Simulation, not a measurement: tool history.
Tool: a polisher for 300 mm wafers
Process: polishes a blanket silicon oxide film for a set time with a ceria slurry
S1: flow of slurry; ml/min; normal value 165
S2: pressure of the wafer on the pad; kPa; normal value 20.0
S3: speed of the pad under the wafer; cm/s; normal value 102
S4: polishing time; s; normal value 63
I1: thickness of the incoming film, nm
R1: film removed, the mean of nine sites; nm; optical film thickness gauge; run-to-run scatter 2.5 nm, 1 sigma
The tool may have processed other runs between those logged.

| run | day | S1 | S2 | S3 | S4 | I1 | R1 |
|---|---|---|---|---|---|---|---|
| 1 | 0.000 | 165 | 20.0 | 102 | 63 | 754.1 | 212.4 |
| 2 | 0.612 | 165 | 20.0 | 122 | 63 | 750.2 | 236.9 |
| 3 | 1.171 | 165 | 20.0 | 102 | 63 | 749.3 | 210.9 |
|  | 1.875 | worn pad replaced by a new one |
| 4 | 1.896 | 165 | 20.0 | 102 | 63 | 752.4 | 206.2 |
| 5 | 2.388 | 165 | 20.0 | 102 | 63 | 740.4 | 209.9 |
| 6 | 2.767 | 130 | 20.0 | 102 | 63 | 754.6 | 196.7 |
| 7 | 3.283 | 130 | 20.0 | 102 | 63 | 751.6 | 194.0 |
|  | 3.375 | head pressure recalibrated |
| 8 | 3.996 | 130 | 20.0 | 102 | 63 | 743.8 | 191.0 |
| 9 | 4.717 | 165 | 20.0 | 102 | 47 | 744.6 | 150.4 |
| 10 | 5.317 | 165 | 20.0 | 102 | 47 | 745.0 | 151.1 |
|  | 5.504 | worn pad replaced by a new one |
| 11 | 5.721 | 130 | 20.0 | 74 | 42 | 761.4 | 103.3 |
| 12 | 6.262 | 165 | 14.5 | 80 | 63 | 749.6 | 125.0 |
| 13 | 6.604 | 115 | 23.4 | 116 | 63 | 750.9 | 226.7 |
| 14 | 7.312 | 165 | 23.4 | 102 | 63 | 743.8 | 231.9 |
| 15 | 7.975 | 115 | 22.8 | 68 | 70 | 763.6 | 168.1 |
|  | 8.500 | worn pad replaced by a new one |
| 16 | 8.629 | 195 | 14.5 | 76 | 53 | 743.4 | 103.9 |
|  | 8.792 | slurry nozzle cleaned |
| 17 | 9.333 | 130 | 20.0 | 74 | 42 | 748.0 | 108.1 |
| 18 | 9.988 | 145 | 14.5 | 102 | 63 | 742.7 | 148.5 |
| 19 | 10.625 | 165 | 20.0 | 102 | 63 | 755.9 | 211.0 |
| 20 | 11.171 | 165 | 15.9 | 102 | 63 | 749.1 | 167.7 |

Below are 5 alternative next runs, each starting from the tool's condition after run 20. Predict each:
| A | 11.188 | 165 | 20.0 | 84 | 63 | 750.3 | ? |
| B | 11.188 | 200 | 16.5 | 102 | 77 | 750.3 | ? |
| C | 11.188 | 185 | 20.0 | 102 | 63 | 750.3 | ? |
| D | 11.188 | 165 | 20.0 | 102 | 82 | 750.3 | ? |
| E | 11.188 | 165 | 20.0 | 120 | 63 | 750.3 | ? |

| run | R1 |
|---|---|
| A | 185.9 |
| B | 225.5 |
| C | 218.0 |
| D | 278.0 |
| E | 241.3 |
What these runs would have given with no unlogged condition in the tool:
| run | R1 |
|---|---|
| A | 189.5 |
| B | 229.1 |
| C | 221.8 |
| D | 283.4 |
| E | 246.0 |

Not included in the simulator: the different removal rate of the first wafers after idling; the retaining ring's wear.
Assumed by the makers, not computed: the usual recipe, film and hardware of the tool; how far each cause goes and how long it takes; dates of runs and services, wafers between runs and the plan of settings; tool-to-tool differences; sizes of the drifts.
